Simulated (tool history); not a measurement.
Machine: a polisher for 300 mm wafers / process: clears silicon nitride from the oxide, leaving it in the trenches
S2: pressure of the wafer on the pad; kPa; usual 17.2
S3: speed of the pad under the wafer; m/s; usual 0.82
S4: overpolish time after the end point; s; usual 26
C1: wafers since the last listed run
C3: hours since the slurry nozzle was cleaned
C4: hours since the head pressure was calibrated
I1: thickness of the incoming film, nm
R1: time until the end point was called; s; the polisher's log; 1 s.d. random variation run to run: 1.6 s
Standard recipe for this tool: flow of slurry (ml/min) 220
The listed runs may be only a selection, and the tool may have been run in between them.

run 1 hour=0 | flow_of_slurry_(ml/min)=220 S2=17.2 S3=0.82 S4=26 | C1=0 wafers_polished_on_this_pad=905 C3=217.8 C4=631.3 | I1=90.1 | R1=168
-- hour=6.1 worn pad replaced by a new one
run 2 hour=13 | flow_of_slurry_(ml/min)=220 S2=17.2 S3=0.82 S4=26 | C1=57 wafers_polished_on_this_pad=44 C3=230.8 C4=644.3 | I1=88.8 | R1=163.3
run 3 hour=29.7 | flow_of_slurry_(ml/min)=220 S2=17.2 S3=0.68 S4=26 | C1=105 wafers_polished_on_this_pad=149 C3=247.5 C4=661 | I1=90.3 | R1=199.3
run 4 hour=60.8 | flow_of_slurry_(ml/min)=220 S2=17.2 S3=0.68 S4=26 | C1=197 wafers_polished_on_this_pad=347 C3=278.6 C4=692.1 | I1=89.4 | R1=200.9
run 5 hour=88.5 | flow_of_slurry_(ml/min)=220 S2=17.2 S3=0.68 S4=26 | C1=175 wafers_polished_on_this_pad=522 C3=306.3 C4=719.8 | I1=90.3 | R1=203.1
run 6 hour=123.2 | flow_of_slurry_(ml/min)=220 S2=17.2 S3=0.82 S4=26 | C1=220 wafers_polished_on_this_pad=742 C3=341 C4=754.5 | I1=87.9 | R1=165.9
-- hour=129.1 worn pad replaced by a new one
run 7 hour=140.7 | flow_of_slurry_(ml/min)=220 S2=17.2 S3=0.82 S4=26 | C1=85 wafers_polished_on_this_pad=73 C3=358.5 C4=772 | I1=89.7 | R1=170.7
run 8 hour=172.9 | flow_of_slurry_(ml/min)=220 S2=17.2 S3=0.82 S4=26 | C1=204 wafers_polished_on_this_pad=277 C3=390.7 C4=804.2 | I1=89.5 | R1=169.8
run 9 hour=191.9 | flow_of_slurry_(ml/min)=220 S2=17.2 S3=0.82 S4=26 | C1=120 wafers_polished_on_this_pad=398 C3=409.7 C4=823.2 | I1=90.6 | R1=173.9
run 10 hour=223.4 | flow_of_slurry_(ml/min)=220 S2=17.2 S3=0.82 S4=26 | C1=199 wafers_polished_on_this_pad=598 C3=441.2 C4=854.7 | I1=89.7 | R1=173.1
-- hour=242.2 slurry nozzle cleaned
-- hour=254.9 worn pad replaced by a new one
run 11 hour=290.1 | flow_of_slurry_(ml/min)=220 S2=17.2 S3=0.82 S4=26 | C1=391 wafers_polished_on_this_pad=223 C3=47.9 C4=921.4 | I1=89.6 | R1=157.5
run 12 hour=311 | flow_of_slurry_(ml/min)=220 S2=17.2 S3=0.82 S4=26 | C1=132 wafers_polished_on_this_pad=355 C3=68.8 C4=942.3 | I1=89.7 | R1=159.9
-- hour=313.3 head pressure recalibrated
run 13 hour=335.7 | flow_of_slurry_(ml/min)=220 S2=13.1 S3=0.82 S4=26 | C1=143 wafers_polished_on_this_pad=499 C3=93.5 C4=22.4 | I1=90.5 | R1=208.7
run 14 hour=350.7 | flow_of_slurry_(ml/min)=270 S2=17.2 S3=0.7 S4=26 | C1=95 wafers_polished_on_this_pad=594 C3=108.5 C4=37.4 | I1=89.8 | R1=179.3
run 15 hour=376.7 | flow_of_slurry_(ml/min)=220 S2=17.2 S3=0.58 S4=26 | C1=164 wafers_polished_on_this_pad=759 C3=134.5 C4=63.4 | I1=90.6 | R1=226.4
run 16 hour=392.6 | flow_of_slurry_(ml/min)=220 S2=17.2 S3=0.82 S4=20 | C1=100 wafers_polished_on_this_pad=860 C3=150.4 C4=79.3 | I1=89.8 | R1=161.7
-- hour=400.9 worn pad replaced by a new one
run 17 hour=423.6 | flow_of_slurry_(ml/min)=220 S2=17.2 S3=0.82 S4=26 | C1=171 wafers_polished_on_this_pad=144 C3=181.4 C4=110.3 | I1=89.2 | R1=159.1
run 18 hour=453.2 | flow_of_slurry_(ml/min)=250 S2=17.2 S3=0.66 S4=26 | C1=187 wafers_polished_on_this_pad=331 C3=211 C4=139.9 | I1=90 | R1=195.9
run 19 hour=486.7 | flow_of_slurry_(ml/min)=220 S2=22.8 S3=1.08 S4=26 | C1=212 wafers_polished_on_this_pad=544 C3=244.5 C4=173.4 | I1=90.2 | R1=97.7

Branching from run 19: 3 alternative next runs. What would each branch give?
run A hour=487.2 | flow_of_slurry_(ml/min)=220 S2=15.9 S3=0.82 S4=26 | C1=3 wafers_polished_on_this_pad=547 C3=245 C4=173.9 | I1=90.7 | R1=?
run B hour=487.2 | flow_of_slurry_(ml/min)=165 S2=13.8 S3=0.66 S4=19 | C1=3 wafers_polished_on_this_pad=547 C3=245 C4=173.9 | I1=90.7 | R1=?
run C hour=487.2 | flow_of_slurry_(ml/min)=170 S2=17.2 S3=0.82 S4=26 | C1=3 wafers_polished_on_this_pad=547 C3=245 C4=173.9 | I1=90.7 | R1=?

run=A R1=183.5
run=B R1=276.2
run=C R1=180.6
Had the tool no hidden state, the same runs would have come out as:
run=A R1=169.7
run=B R1=248.7
run=C R1=163.1

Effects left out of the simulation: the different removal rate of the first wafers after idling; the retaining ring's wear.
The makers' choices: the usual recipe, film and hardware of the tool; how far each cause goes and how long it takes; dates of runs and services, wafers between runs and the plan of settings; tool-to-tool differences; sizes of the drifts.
